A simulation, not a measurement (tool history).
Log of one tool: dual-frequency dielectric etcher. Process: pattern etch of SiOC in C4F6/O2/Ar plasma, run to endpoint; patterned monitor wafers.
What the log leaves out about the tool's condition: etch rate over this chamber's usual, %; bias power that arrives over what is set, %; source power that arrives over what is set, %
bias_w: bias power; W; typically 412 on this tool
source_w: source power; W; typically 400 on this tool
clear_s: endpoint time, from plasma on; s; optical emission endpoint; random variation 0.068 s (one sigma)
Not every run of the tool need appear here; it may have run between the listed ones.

run     day  bias_w  source_w  wafers since the last listed run  hours since the last wet clean  hours since the last bias power generator calibration  hours since the last source power generator calibration  hours since the last upper electrode change  incoming incoming film thickness, nm  clear_s
  1   0.000     456       330                                 0                           339.2                                                 1992.2                                                   3541.5                                       2721.5                                 39.95     15.7
  2   2.850     456       330                               962                           407.6                                                 2060.6                                                   3609.9                                       2789.9                                 39.59     15.6
      5.092  -- wet clean of the chamber
  3   5.112     456       330                               426                             0.5                                                 2114.9                                                   3664.2                                       2844.2                                 40.04     15.3
  4  11.046     412       370                              2003                           142.9                                                 2257.3                                                   3806.6                                       2986.6                                 39.37     15.4
  5  13.996     362       400                               995                           213.7                                                 2328.1                                                   3877.4                                       3057.4                                 40.09     16.4
  6  15.004     362       400                               340                           237.9                                                 2352.3                                                   3901.6                                       3081.6                                 40.35     16.6
  7  17.346     412       400                               790                           294.1                                                 2408.5                                                   3957.8                                       3137.8                                 39.86     15.4
  8  19.433     412       400                               704                           344.2                                                 2458.6                                                   4007.9                                       3187.9                                 39.73     15.3
  9  22.025     412       400                               874                           406.4                                                 2520.8                                                   4070.1                                       3250.1                                 39.85     15.4
 10  23.521     412       400                               504                           442.3                                                 2556.7                                                   4106.0                                       3286.0                                 40.24     15.4
     27.204  -- wet clean of the chamber
 11  27.225     357       400                               912                             0.5                                                 2645.6                                                   4194.9                                       3374.9                                 40.11     16.4
 12  29.200     357       400                               666                            47.9                                                 2693.0                                                   4242.3                                       3422.3                                 39.65     16.3
 13  30.812     357       400                               544                            86.6                                                 2731.7                                                   4281.0                                       3461.0                                 40.18     16.6
 14  32.458     412       400                               555                           126.1                                                 2771.2                                                   4320.5                                       3500.5                                 39.85     15.1
     34.288  -- upper electrode replaced
 15  35.204     412       400                               589                           192.0                                                 2837.1                                                   4386.4                                         22.0                                 39.97     15.2
 16  37.579     443       360                               801                           249.0                                                 2894.1                                                   4443.4                                         79.0                                 39.69     15.0
 17  39.100     321       480                               513                           285.5                                                 2930.6                                                   4479.9                                        115.5                                 40.28     16.7
 18  40.833     310       320                               585                           327.1                                                 2972.2                                                   4521.5                                        157.1                                 39.82     19.9
     41.512  -- source power generator calibrated
 19  43.708     312       400                               914                           396.1                                                 3041.2                                                     52.7                                        226.1                                 39.77     18.2
     46.479  -- wet clean of the chamber
 20  51.233     412       400                              2202                           114.1                                                 3221.8                                                    233.3                                        406.7                                 40.13     15.5
 21  52.325     353       400                               368                           140.3                                                 3248.0                                                    259.5                                        432.9                                 39.90     16.8
 22  53.379     499       400                               355                           165.6                                                 3273.3                                                    284.8                                        458.2                                 39.93     13.9
 23  55.229     368       400                               624                           210.0                                                 3317.7                                                    329.2                                        502.6                                 39.97     16.5
 24  57.229     412       400                               675                           258.0                                                 3365.7                                                    377.2                                        550.6                                 40.19     15.6
 25  58.938     321       480                               576                           299.0                                                 3406.7                                                    418.2                                        591.6                                 39.89     16.7
     60.958  -- bias power generator calibrated
 26  61.096     412       400                               672                           350.8                                                    3.3                                                    470.0                                        643.4                                 40.07     15.3
 27  64.021     489       360                               987                           421.0                                                   73.5                                                    540.2                                        713.6                                 40.12     14.4
     65.708  -- wet clean of the chamber
 28  66.612     484       400                               537                            21.7                                                  135.7                                                    602.4                                        775.8                                 40.09     13.6
 29  68.662     412       400                               692                            70.9                                                  184.9                                                    651.6                                        825.0                                 40.12     15.0
 30  71.200     498       310                               856                           131.8                                                  245.8                                                    712.5                                        885.9                                 39.91     14.8
 31  73.721     412       470                               851                           192.3                                                  306.3                                                    773.0                                        946.4                                 40.16     14.2
 32  76.417     362       400                               910                           257.0                                                  371.0                                                    837.7                                       1011.1                                 39.84     16.3
     84.071  -- wet clean of the chamber
 33  84.092     412       400                              2253                             0.5                                                  555.2                                                   1021.9                                       1195.3                                 39.93     14.8
 34  86.025     321       480                               652                            46.9                                                  601.6                                                   1068.3                                       1241.7                                 40.01     16.1
 35  87.371     448       340                               454                            79.2                                                  633.9                                                   1100.6                                       1274.0                                 39.95     15.1

Selected run-to-run steps in clear_s, each split into two signed amounts: the part the tool would show with no hidden state at all (from settings, incoming material and random variation), and the remainder, which goes to the hidden state together with any gauge scatter not common to the measured and the hidden-state-free results:
Run 2 -> 3: wet clean of the chamber. clear_s -0.3 s: hidden state -0.5, all else +0.2.
Run 10 -> 11: bias_w 412 -> 357, wet clean of the chamber. clear_s +1.0 s: hidden state -0.3, all else +1.3.
Run 17 -> 18: bias_w 321 -> 310, source_w 480 -> 320. clear_s +3.2 s: hidden state +0.1, all else +3.1.
Run 19 -> 20: bias_w 312 -> 412, wet clean of the chamber. clear_s -2.7 s: hidden state -0.1, all else -2.6.
Run 21 -> 22: bias_w 353 -> 499. clear_s -2.9 s: hidden state -0.1, all else -2.8.
Run 27 -> 28: bias_w 489 -> 484, source_w 360 -> 400, wet clean of the chamber. clear_s -0.8 s: hidden state -0.4, all else -0.4.

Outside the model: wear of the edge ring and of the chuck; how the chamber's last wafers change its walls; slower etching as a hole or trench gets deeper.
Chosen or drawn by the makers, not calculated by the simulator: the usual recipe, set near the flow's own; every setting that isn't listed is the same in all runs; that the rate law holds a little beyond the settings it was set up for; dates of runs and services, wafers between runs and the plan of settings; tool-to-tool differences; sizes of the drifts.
